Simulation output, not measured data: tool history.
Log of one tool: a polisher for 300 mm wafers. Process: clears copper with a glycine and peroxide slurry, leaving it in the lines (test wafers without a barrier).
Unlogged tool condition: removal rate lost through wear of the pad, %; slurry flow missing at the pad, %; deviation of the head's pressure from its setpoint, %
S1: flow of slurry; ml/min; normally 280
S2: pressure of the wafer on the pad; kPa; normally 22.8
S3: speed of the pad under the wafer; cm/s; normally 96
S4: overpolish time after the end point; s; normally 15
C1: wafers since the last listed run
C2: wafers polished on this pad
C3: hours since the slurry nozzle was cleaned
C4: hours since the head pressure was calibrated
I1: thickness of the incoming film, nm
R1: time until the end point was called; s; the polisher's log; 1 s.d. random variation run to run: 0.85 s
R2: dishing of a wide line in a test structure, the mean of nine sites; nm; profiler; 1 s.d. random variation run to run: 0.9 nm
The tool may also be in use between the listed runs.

Run 1, hour 0: usual settings but S1 305 ml/min; C1 0; C2 1197; C3 259; C4 241.1; I1 619.7. Result: R1 100.2 s, R2 55.1 nm.
Run 2, hour 34.8: usual settings but S1 305 ml/min; C1 346; C2 1543; C3 293.8; C4 275.9; I1 619.2. Result: R1 99.5 s, R2 54.2 nm.
Run 3, hour 85: usual settings but S1 305 ml/min; C1 499; C2 2042; C3 344; C4 326.1; I1 624.3. Result: R1 100 s, R2 53.7 nm.
At hour 111.4: worn pad replaced by a new one.
Run 4, hour 129.6: usual settings; C1 403; C2 181; C3 388.6; C4 370.7; I1 616.9. Result: R1 94.3 s, R2 57.2 nm.
Run 5, hour 164.1: usual settings; C1 343; C2 524; C3 423.1; C4 405.2; I1 631.2. Result: R1 98.9 s, R2 55.5 nm.
Run 6, hour 214.8: usual settings; C1 504; C2 1028; C3 473.8; C4 455.9; I1 607.5. Result: R1 97 s, R2 55.1 nm.
Run 7, hour 280.2: usual settings; C1 650; C2 1678; C3 539.2; C4 521.3; I1 624.3. Result: R1 99 s, R2 53.6 nm.
At hour 347.9: worn pad replaced by a new one.
Run 8, hour 348.4: usual settings; C1 638; C2 4; C3 607.4; C4 589.5; I1 618.5. Result: R1 103.7 s, R2 52.1 nm.
At hour 411.5: slurry nozzle cleaned.
Run 9, hour 450: usual settings but S1 240 ml/min, S3 80 cm/s; C1 1000; C2 1005; C3 38.5; C4 691.1; I1 619.7. Result: R1 127.2 s, R2 45.7 nm.
At hour 496.7: worn pad replaced by a new one, repeated, since the last time left the tool worse.
Run 10, hour 521.5: usual settings but S4 17 s; C1 671; C2 246; C3 110; C4 762.6; I1 630.7. Result: R1 98.2 s, R2 62.8 nm.
Run 11, hour 576.7: usual settings; C1 548; C2 795; C3 165.2; C4 817.8; I1 624.5. Result: R1 97.6 s, R2 55.2 nm.
At hour 619.5: head pressure recalibrated.
Run 12, hour 632.7: usual settings but S1 305 ml/min; C1 536; C2 1332; C3 221.2; C4 13.2; I1 623.2. Result: R1 97.6 s, R2 56.1 nm.
Run 13, hour 665.1: usual settings but S3 110 cm/s, S4 21 s; C1 322; C2 1654; C3 253.6; C4 45.6; I1 625.2. Result: R1 87.8 s, R2 70.3 nm.
At hour 717.4: worn pad replaced by a new one.
Run 14, hour 734.7: usual settings but S1 365 ml/min; C1 652; C2 171; C3 323.2; C4 115.2; I1 608.8. Result: R1 90.9 s, R2 58 nm.
Run 15, hour 792.4: usual settings; C1 573; C2 745; C3 380.9; C4 172.9; I1 616.1. Result: R1 97.1 s, R2 55.6 nm.
Run 16, hour 858.5: usual settings but S2 30.3 kPa, S4 8 s; C1 657; C2 1402; C3 447; C4 239; I1 621.6. Result: R1 76.8 s, R2 41.1 nm.
At hour 907.3: worn pad replaced by a new one.
At hour 937.2: slurry nozzle cleaned.
Run 17, hour 999.6: usual settings but S2 17.9 kPa; C1 1353; C2 908; C3 62.4; C4 380.1; I1 615.9. Result: R1 118.8 s, R2 47.4 nm.
Run 18, hour 1028.1: usual settings but S3 64 cm/s, S4 7 s; C1 283; C2 1191; C3 90.9; C4 408.6; I1 624.9. Result: R1 140.1 s, R2 22.5 nm.
Run 19, hour 1082.5: usual settings but S1 350 ml/min, S2 27.6 kPa, S3 72 cm/s; C1 540; C2 1732; C3 145.3; C4 463; I1 613.1. Result: R1 104.4 s, R2 53.5 nm.

Selected run-to-run steps in R1, each split into two signed amounts: the part the tool would show with no hidden state at all (from settings, incoming material and random variation), and the remainder, which goes to the hidden state together with any gauge scatter not common to the measured and the hidden-state-free results:
Run 9 -> 10: S1 240 -> 280, S3 80 -> 96, S4 15 -> 17, worn pad replaced by a new one, repeated, since the last time left the tool worse. R1 -29 s: hidden state -16.4, all else -12.6.
Run 16 -> 17: S2 30.3 -> 17.9, S4 8 -> 15, worn pad replaced by a new one, slurry nozzle cleaned. R1 +42 s: hidden state +2.1, all else +39.9.

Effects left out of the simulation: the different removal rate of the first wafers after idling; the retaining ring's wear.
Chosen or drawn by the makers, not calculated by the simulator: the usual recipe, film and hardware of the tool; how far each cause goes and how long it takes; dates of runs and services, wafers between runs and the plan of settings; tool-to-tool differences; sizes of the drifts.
